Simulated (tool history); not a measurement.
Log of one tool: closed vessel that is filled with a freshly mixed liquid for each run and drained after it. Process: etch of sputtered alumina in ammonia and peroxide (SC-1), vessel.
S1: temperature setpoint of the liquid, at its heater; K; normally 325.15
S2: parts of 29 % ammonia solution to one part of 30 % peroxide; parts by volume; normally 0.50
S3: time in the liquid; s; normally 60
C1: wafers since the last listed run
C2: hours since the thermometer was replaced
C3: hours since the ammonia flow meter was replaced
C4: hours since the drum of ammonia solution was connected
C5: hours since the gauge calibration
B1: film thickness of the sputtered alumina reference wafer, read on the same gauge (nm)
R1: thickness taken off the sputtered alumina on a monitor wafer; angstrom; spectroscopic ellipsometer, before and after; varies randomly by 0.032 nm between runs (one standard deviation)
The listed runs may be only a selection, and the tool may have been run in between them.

| run | hour | S1 | S2 | S3 | C1 | C2 | C3 | C4 | C5 | B1 | R1 |
|---|---|---|---|---|---|---|---|---|---|---|---|
| 1 | 0.0 | 320.15 | 0.50 | 60 | 0 | 497.7 | 2175.1 | 288.0 | 542.5 | 59.98 | 47.6 |
| 2 | 19.6 | 325.15 | 0.50 | 60 | 2600 | 517.3 | 2194.7 | 307.6 | 562.1 | 60.01 | 62.7 |
| 3 | 31.9 | 325.15 | 0.50 | 60 | 1632 | 529.6 | 2207.0 | 319.9 | 574.4 | 60.00 | 61.6 |
|  | 48.6 | ammonia flow meter replaced |
| 4 | 56.3 | 325.15 | 0.50 | 60 | 3105 | 554.0 | 7.7 | 344.3 | 598.8 | 60.03 | 62.6 |
| 5 | 82.2 | 325.15 | 0.50 | 60 | 3436 | 579.9 | 33.6 | 370.2 | 624.7 | 60.02 | 62.8 |
| 6 | 104.7 | 325.15 | 0.50 | 60 | 2985 | 602.4 | 56.1 | 392.7 | 647.2 | 59.98 | 62.2 |
| 7 | 125.6 | 325.15 | 0.50 | 60 | 2773 | 623.3 | 77.0 | 413.6 | 668.1 | 60.04 | 62.9 |
| 8 | 143.3 | 325.15 | 0.50 | 60 | 2348 | 641.0 | 94.7 | 431.3 | 685.8 | 59.97 | 62.2 |
| 9 | 166.2 | 325.15 | 0.50 | 60 | 3038 | 663.9 | 117.6 | 454.2 | 708.7 | 59.99 | 62.2 |
| 10 | 194.7 | 330.15 | 0.50 | 90 | 3781 | 692.4 | 146.1 | 482.7 | 737.2 | 60.00 | 122.8 |
| 11 | 206.9 | 325.15 | 0.50 | 75 | 1618 | 704.6 | 158.3 | 494.9 | 749.4 | 60.05 | 78.7 |
| 12 | 226.5 | 331.15 | 0.35 | 60 | 2600 | 724.2 | 177.9 | 514.5 | 769.0 | 60.01 | 82.8 |
|  | 237.8 | new drum of ammonia solution connected |
| 13 | 288.0 | 325.15 | 0.35 | 70 | 8028 | 785.7 | 239.4 | 50.2 | 830.5 | 60.01 | 69.8 |
| 14 | 300.7 | 329.65 | 0.70 | 85 | 1685 | 798.4 | 252.1 | 62.9 | 843.2 | 59.95 | 116.8 |
| 15 | 318.9 | 325.15 | 0.50 | 60 | 2415 | 816.6 | 270.3 | 81.1 | 861.4 | 59.99 | 62.3 |
| 16 | 347.2 | 325.15 | 0.50 | 60 | 3755 | 844.9 | 298.6 | 109.4 | 889.7 | 60.00 | 62.6 |
| 17 | 366.8 | 329.65 | 0.50 | 60 | 2600 | 864.5 | 318.2 | 129.0 | 909.3 | 60.01 | 79.9 |
| 18 | 397.2 | 331.65 | 0.50 | 60 | 4034 | 894.9 | 348.6 | 159.4 | 939.7 | 59.99 | 88.1 |
| 19 | 418.6 | 325.15 | 0.50 | 60 | 2839 | 916.3 | 370.0 | 180.8 | 961.1 | 59.99 | 62.8 |
|  | 422.5 | gauge calibrated |
|  | 446.2 | thermometer replaced |
| 20 | 447.0 | 325.15 | 0.60 | 60 | 3635 | 0.8 | 398.4 | 209.2 | 24.5 | 59.98 | 63.3 |
| 21 | 467.0 | 318.15 | 0.50 | 60 | 2653 | 20.8 | 418.4 | 229.2 | 44.5 | 59.98 | 42.8 |
| 22 | 498.9 | 325.15 | 0.50 | 60 | 4233 | 52.7 | 450.3 | 261.1 | 76.4 | 59.98 | 61.9 |
| 23 | 513.9 | 333.65 | 0.25 | 45 | 1990 | 67.7 | 465.3 | 276.1 | 91.4 | 60.00 | 68.3 |
| 24 | 536.0 | 325.15 | 0.50 | 60 | 2932 | 89.8 | 487.4 | 298.2 | 113.5 | 59.99 | 62.5 |
| 25 | 556.0 | 317.65 | 0.50 | 60 | 2653 | 109.8 | 507.4 | 318.2 | 133.5 | 60.02 | 41.1 |
| 26 | 570.0 | 325.15 | 0.50 | 60 | 1857 | 123.8 | 521.4 | 332.2 | 147.5 | 60.00 | 62.0 |
| 27 | 592.4 | 331.65 | 0.50 | 60 | 2972 | 146.2 | 543.8 | 354.6 | 169.9 | 60.03 | 88.0 |

Run 28 is up next; what results do you expect?
| 28 | 625.8 | 328.65 | 0.50 | 60 | 4432 | 179.6 | 577.2 | 388.0 | 203.3 | ? | ? |

For run 28 the tool returned B1 59.99, R1 75.2 angstrom.
The same run, on a tool lacking any hidden state, would have yielded R1 75.2 angstrom.

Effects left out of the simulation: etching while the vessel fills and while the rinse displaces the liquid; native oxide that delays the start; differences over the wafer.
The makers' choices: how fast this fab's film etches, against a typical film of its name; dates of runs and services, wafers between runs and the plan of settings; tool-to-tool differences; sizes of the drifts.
